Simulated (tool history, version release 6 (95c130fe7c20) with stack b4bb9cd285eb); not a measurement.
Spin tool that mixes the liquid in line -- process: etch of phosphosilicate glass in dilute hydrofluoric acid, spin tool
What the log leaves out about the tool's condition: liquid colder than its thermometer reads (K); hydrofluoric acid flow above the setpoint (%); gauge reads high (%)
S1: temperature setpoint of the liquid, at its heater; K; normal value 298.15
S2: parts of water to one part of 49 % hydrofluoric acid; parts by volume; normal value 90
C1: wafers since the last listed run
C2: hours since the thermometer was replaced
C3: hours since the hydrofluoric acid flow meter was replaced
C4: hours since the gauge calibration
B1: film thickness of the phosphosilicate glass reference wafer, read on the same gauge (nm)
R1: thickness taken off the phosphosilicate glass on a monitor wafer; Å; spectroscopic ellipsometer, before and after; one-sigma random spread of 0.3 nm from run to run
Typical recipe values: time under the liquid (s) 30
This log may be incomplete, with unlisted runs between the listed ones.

Run 1, hour 0: usual settings; C1 0; C2 1188.6; C3 2193; C4 229.7; B1 110.01. Result: R1 315.7 Å.
Run 2, hour 65.5: usual settings; C1 1196; C2 1254.1; C3 2258.5; C4 295.2; B1 110.01. Result: R1 328.2 Å.
Run 3, hour 128.6: usual settings; C1 1153; C2 1317.2; C3 2321.6; C4 358.3; B1 110.01. Result: R1 322.9 Å.
Run 4, hour 194.4: usual settings; C1 1202; C2 1383; C3 2387.4; C4 424.1; B1 110.02. Result: R1 323.9 Å.
Run 5, hour 245.3: usual settings but S2 75 parts by volume, time under the liquid (s) 20; C1 930; C2 1433.9; C3 2438.3; C4 475; B1 110.02. Result: R1 260.8 Å.
At hour 312.1: gauge calibrated.
Run 6, hour 313.3: usual settings; C1 1242; C2 1501.9; C3 2506.3; C4 1.2; B1 110. Result: R1 325.3 Å.
At hour 348.1: thermometer replaced.
Run 7, hour 359.7: usual settings; C1 829; C2 11.6; C3 2552.7; C4 47.6; B1 109.99. Result: R1 317.7 Å.
At hour 370.2: hydrofluoric acid flow meter replaced.
Run 8, hour 386.1: usual settings; C1 464; C2 38; C3 15.9; C4 74; B1 110.02. Result: R1 320.5 Å.
Run 9, hour 453.4: usual settings but S1 302.65 K, S2 120 parts by volume, time under the liquid (s) 35; C1 1229; C2 105.3; C3 83.2; C4 141.3; B1 110.01. Result: R1 320 Å.
Run 10, hour 493.5: usual settings but S1 302.65 K, S2 55 parts by volume, time under the liquid (s) 40; C1 732; C2 145.4; C3 123.3; C4 181.4; B1 109.99. Result: R1 880.4 Å.
Run 11, hour 546.6: usual settings; C1 970; C2 198.5; C3 176.4; C4 234.5; B1 110.02. Result: R1 313.4 Å.
Run 12, hour 589.5: usual settings but S1 301.65 K, S2 75 parts by volume, time under the liquid (s) 25; C1 783; C2 241.4; C3 219.3; C4 277.4; B1 109.99. Result: R1 377.8 Å.
Run 13, hour 691.3: usual settings; C1 1860; C2 343.2; C3 321.1; C4 379.2; B1 109.99. Result: R1 319.1 Å.
Run 14, hour 736.3: usual settings but S2 45 parts by volume; C1 822; C2 388.2; C3 366.1; C4 424.2; B1 110.02. Result: R1 675.5 Å.
Run 15, hour 767.8: usual settings but S1 294.65 K; C1 575; C2 419.7; C3 397.6; C4 455.7; B1 109.97. Result: R1 277.7 Å.

4 ways to go on from here, each from the tool as it stands after run 15. What would each give?
Run A, hour 768.2: usual settings; C1 7; C2 420.1; C3 398; C4 456.1; B1 ?. Result: R1 ?.
Run B, hour 768.2: usual settings but S2 125 parts by volume; C1 7; C2 420.1; C3 398; C4 456.1; B1 ?. Result: R1 ?.
Run C, hour 768.2: usual settings but S1 301.15 K, S2 75 parts by volume, time under the liquid (s) 15; C1 7; C2 420.1; C3 398; C4 456.1; B1 ?. Result: R1 ?.
Run D, hour 768.2: usual settings but S2 105 parts by volume; C1 7; C2 420.1; C3 398; C4 456.1; B1 ?. Result: R1 ?.

run      B1     R1
  A  110.01  315.9
  B  110.01  217.8
  C  110.01  217.6
  D  110.01  265.7
With no hidden state in the tool, these same runs would have given:
run     R1
  A  315.9
  B  217.8
  C  217.6
  D  265.7

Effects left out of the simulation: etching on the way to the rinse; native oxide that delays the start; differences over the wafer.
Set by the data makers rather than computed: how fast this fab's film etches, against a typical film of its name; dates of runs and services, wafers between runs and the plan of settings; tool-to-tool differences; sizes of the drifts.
